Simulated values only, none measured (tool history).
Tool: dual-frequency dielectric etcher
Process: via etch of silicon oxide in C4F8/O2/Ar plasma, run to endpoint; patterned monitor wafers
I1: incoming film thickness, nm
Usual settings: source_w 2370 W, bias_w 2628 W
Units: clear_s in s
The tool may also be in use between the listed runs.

Run 1, day 0: usual settings but bias_w 3094 W; I1 2085.2. Result: clear_s 325.3 s.
At day 2.162: wet clean of the chamber.
Run 2, day 2.971: usual settings but bias_w 3094 W; I1 2074.1. Result: clear_s 324.3 s.
Run 3, day 5.083: usual settings; I1 2059.2. Result: clear_s 337.2 s.
Run 4, day 11.954: usual settings; I1 2072.5. Result: clear_s 334.1 s.
Run 5, day 13.046: usual settings but bias_w 3047 W; I1 2094.9. Result: clear_s 329.4 s.
Run 6, day 15.633: usual settings but bias_w 3047 W; I1 2053.4. Result: clear_s 328.2 s.
Run 7, day 17.625: usual settings but bias_w 3047 W; I1 2069.5. Result: clear_s 323.7 s.
Run 8, day 20.225: usual settings but source_w 2700 W; I1 2076.4. Result: clear_s 323.7 s.
Run 9, day 22.146: usual settings but source_w 2700 W; I1 2069.1. Result: clear_s 318.9 s.
At day 23.942: wet clean of the chamber.
Run 10, day 23.962: usual settings but bias_w 2888 W; I1 2074.3. Result: clear_s 333.3 s.
Run 11, day 26.062: usual settings but bias_w 2888 W; I1 2039.8. Result: clear_s 327.7 s.
Run 12, day 28.054: usual settings but bias_w 2888 W; I1 2091.8. Result: clear_s 332 s.
Run 13, day 30.812: usual settings; I1 2070.9. Result: clear_s 337.5 s.
At day 32.162: upper electrode replaced.
Run 14, day 32.308: usual settings; I1 2064.2. Result: clear_s 336.6 s.
Run 15, day 34.771: usual settings; I1 2065.6. Result: clear_s 335.1 s.
Run 16, day 35.946: usual settings but source_w 2730 W; I1 2082.8. Result: clear_s 324 s.
Run 17, day 38.504: usual settings but source_w 2730 W; I1 2067.3. Result: clear_s 319.1 s.
At day 39.762: bias power generator calibrated.
Run 18, day 40.221: usual settings but source_w 1810 W, bias_w 2156 W; I1 2064. Result: clear_s 378.2 s.
Run 19, day 42.071: usual settings but source_w 1810 W, bias_w 2000 W; I1 2076.9. Result: clear_s 392.4 s.
Run 20, day 44.467: usual settings but source_w 2100 W, bias_w 3018 W; I1 2076.8. Result: clear_s 345.1 s.
At day 46.308: wet clean of the chamber.
Run 21, day 46.329: usual settings but source_w 2650 W, bias_w 2343 W; I1 2088.3. Result: clear_s 335.3 s.
Run 22, day 48.233: usual settings but source_w 2940 W, bias_w 2952 W; I1 2070.1. Result: clear_s 308.1 s.
Run 23, day 49.246: usual settings but source_w 2740 W, bias_w 3046 W; I1 2056.9. Result: clear_s 312.6 s.
At day 52.379: source power generator calibrated.
Run 24, day 52.4: usual settings but source_w 1810 W, bias_w 2392 W; I1 2067.9. Result: clear_s 376.9 s.
Run 25, day 53.3: usual settings; I1 2059. Result: clear_s 331.5 s.
Run 26, day 55.788: usual settings but source_w 2860 W, bias_w 3190 W; I1 2056.2. Result: clear_s 303.5 s.
Run 27, day 58.7: usual settings but source_w 2790 W; I1 2073.4. Result: clear_s 316.5 s.
Run 28, day 61.262: usual settings but source_w 2140 W, bias_w 2086 W; I1 2085. Result: clear_s 365 s.
Run 29, day 62.817: usual settings but source_w 1810 W, bias_w 2000 W; I1 2096. Result: clear_s 397.7 s.
Run 30, day 64.125: usual settings but source_w 2790 W; I1 2081.8. Result: clear_s 321.9 s.
At day 65.429: wet clean of the chamber.
Run 31, day 66.704: usual settings; I1 2067.4. Result: clear_s 333.1 s.
Run 32, day 68.308: usual settings but source_w 2160 W, bias_w 1989 W; I1 2064.1. Result: clear_s 368.8 s.
Run 33, day 70.662: usual settings; I1 2092. Result: clear_s 338.7 s.
Run 34, day 73.346: usual settings; I1 2059.9. Result: clear_s 338.9 s.
Run 35, day 75.117: usual settings but source_w 2870 W, bias_w 2025 W; I1 2043.5. Result: clear_s 331.5 s.
Run 36, day 76.329: usual settings but source_w 2670 W, bias_w 3278 W; I1 2079.5. Result: clear_s 305.5 s.

What the log doesn't show, run by run:
etch rate over this chamber's usual, %: 0 in every run
source power that arrives over what is set, %: 0 in every run
bias power that arrives over what is set, %: 0 in every run
